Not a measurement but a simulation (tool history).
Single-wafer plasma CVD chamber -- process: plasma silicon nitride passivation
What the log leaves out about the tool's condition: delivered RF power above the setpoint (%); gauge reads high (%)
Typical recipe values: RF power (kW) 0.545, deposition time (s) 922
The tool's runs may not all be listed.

run     day  RF power (kW)  deposition time (s)  wafers since the last listed run  hours since the last RF generator calibration  hours since the showerhead was replaced  hours since the gauge calibration  read-back reference wafer on the same gauge, thickness_nm  mean film thickness on the monitor wafer (Å)
  1   0.000          0.545                  922                                 0                                          158.9                                   2145.2                              593.6                                                   1479.741                                      14975.13
  2   1.712          0.545                  995                                90                                          200.0                                   2186.3                              634.7                                                   1479.775                                      16142.88
  3   2.979          0.545                  995                                67                                          230.4                                   2216.7                              665.1                                                   1479.658                                      16278.93
  4   5.646          0.545                  995                               141                                          294.4                                   2280.7                              729.1                                                   1479.808                                      16108.93
  5   6.762          0.545                  922                                59                                          321.2                                   2307.5                              755.9                                                   1479.740                                      14866.29
  6   8.871          0.465                  789                               111                                          371.8                                   2358.1                              806.5                                                   1480.006                                      12226.07
  7  10.071          0.545                  922                                63                                          400.6                                   2386.9                              835.3                                                   1480.296                                      14941.13
  8  12.738          0.520                  922                               141                                          464.6                                   2450.9                              899.3                                                   1480.548                                      14756.05
  9  14.000          0.545                  922                                66                                          494.9                                   2481.2                              929.6                                                   1479.811                                      14993.50
 10  15.733          0.545                  815                                91                                          536.5                                   2522.8                              971.2                                                   1480.285                                      13176.07
 11  18.071          0.545                  817                               123                                          592.6                                   2578.9                             1027.3                                                   1479.580                                      13203.29
 12  19.646          0.545                  817                                83                                          630.4                                   2616.7                             1065.1                                                   1479.714                                      13235.81
 13  21.858          0.545                  817                               117                                          683.5                                   2669.8                             1118.2                                                   1479.809                                      13191.86
 14  24.175          0.545                  922                               122                                          739.1                                   2725.4                             1173.8                                                   1479.353                                      14847.65
 15  26.833          0.545                  922                               140                                          802.9                                   2789.2                             1237.6                                                   1480.057                                      14844.83
 16  27.996          0.605                  922                                61                                          830.8                                   2817.1                             1265.5                                                   1478.946                                      15311.10
 17  30.754          0.605                  922                               146                                          897.0                                   2883.3                             1331.7                                                   1480.142                                      15322.51
 18  32.988          0.605                  922                               118                                          950.6                                   2936.9                             1385.3                                                   1479.936                                      15277.40
 19  34.029          0.545                  959                                55                                          975.6                                   2961.9                             1410.3                                                   1478.565                                      15375.15
 20  35.154          0.545                  922                                59                                         1002.6                                   2988.9                             1437.3                                                   1479.586                                      14794.61
 21  37.362          0.545                  922                               116                                         1055.6                                   3041.9                             1490.3                                                   1481.047                                      14840.82
 22  38.554          0.545                  922                                63                                         1084.2                                   3070.5                             1518.9                                                   1481.150                                      14852.17
 23  40.479          0.460                  922                               101                                         1130.4                                   3116.7                             1565.1                                                   1479.233                                      14076.31
     44.988  -- showerhead replaced
 24  46.308          0.510                 1056                               290                                         1270.3                                     31.7                             1705.0                                                   1480.715                                      16663.20
 25  54.912          0.640                  782                               455                                         1476.8                                    238.2                             1911.5                                                   1479.964                                      13196.42
     55.908  -- gauge calibrated
 26  56.817          0.590                  796                               100                                         1522.5                                    283.9                               21.8                                                   1479.147                                      13164.43
 27  58.479          0.545                  995                                88                                         1562.4                                    323.8                               61.7                                                   1479.534                                      15993.56
     60.521  -- RF generator calibrated
 28  60.542          0.490                 1064                                91                                            0.5                                    373.3                              111.2                                                   1479.896                                      16890.98
 29  61.617          0.470                 1069                                56                                           26.3                                    399.1                              137.0                                                   1479.775                                      16748.19
 30  64.100          0.480                 1017                               131                                           85.9                                    458.7                              196.6                                                   1479.865                                      16028.16
 31  65.779          0.595                 1037                                88                                          126.2                                    499.0                              236.9                                                   1480.940                                      17356.81
 32  67.196          0.595                 1034                                74                                          160.2                                    533.0                              270.9                                                   1480.437                                      17242.73
 33  68.396          0.610                  922                                63                                          189.0                                    561.8                              299.7                                                   1480.437                                      15485.85
 34  71.283          0.440                 1073                               152                                          258.3                                    631.1                              369.0                                                   1481.435                                      16273.04
 35  73.767          0.605                  922                               131                                          317.9                                    690.7                              428.6                                                   1479.190                                      15388.09
 36  81.975          0.545                  922                               434                                          514.9                                    887.7                              625.6                                                   1481.435                                      14888.20
 37  84.475          0.620                 1080                               132                                          574.9                                    947.7                              685.6                                                   1480.326                                      18155.15
 38  87.517          0.465                  787                               161                                          647.9                                   1020.7                              758.6                                                   1480.427                                      12107.98
 39  89.429          0.515                  800                               101                                          693.8                                   1066.6                              804.5                                                   1480.349                                      12689.83
 40  91.650          0.510                  974                               117                                          747.1                                   1119.9                              857.8                                                   1480.055                                      15362.18
 41  93.254          0.580                  767                                84                                          785.6                                   1158.4                              896.3                                                   1478.907                                      12577.38
 42  95.021          0.545                 1010                                93                                          828.0                                   1200.8                              938.7                                                   1480.464                                      16283.70

Across each entry between runs, compare the hidden state at the last listed run before it with the hidden state at the first listed run after it:
After run 23, before run 24: showerhead replaced (day 44.988)
  delivered RF power above the setpoint (%): -5.93 -> -6.12
  measured value less the no-hidden-state value, mean film thickness on the monitor wafer (Å): -257.74 -> -315.70
After run 25, before run 26: gauge calibrated (day 55.908)
  delivered RF power above the setpoint (%): -6.34 -> -6.38
  measured value less the no-hidden-state value, mean film thickness on the monitor wafer (Å): -259.25 -> -260.24
After run 27, before run 28: RF generator calibrated (day 60.521)
  delivered RF power above the setpoint (%): -6.41 -> -0.538
  measured value less the no-hidden-state value, mean film thickness on the monitor wafer (Å): -317.78 -> -27.09

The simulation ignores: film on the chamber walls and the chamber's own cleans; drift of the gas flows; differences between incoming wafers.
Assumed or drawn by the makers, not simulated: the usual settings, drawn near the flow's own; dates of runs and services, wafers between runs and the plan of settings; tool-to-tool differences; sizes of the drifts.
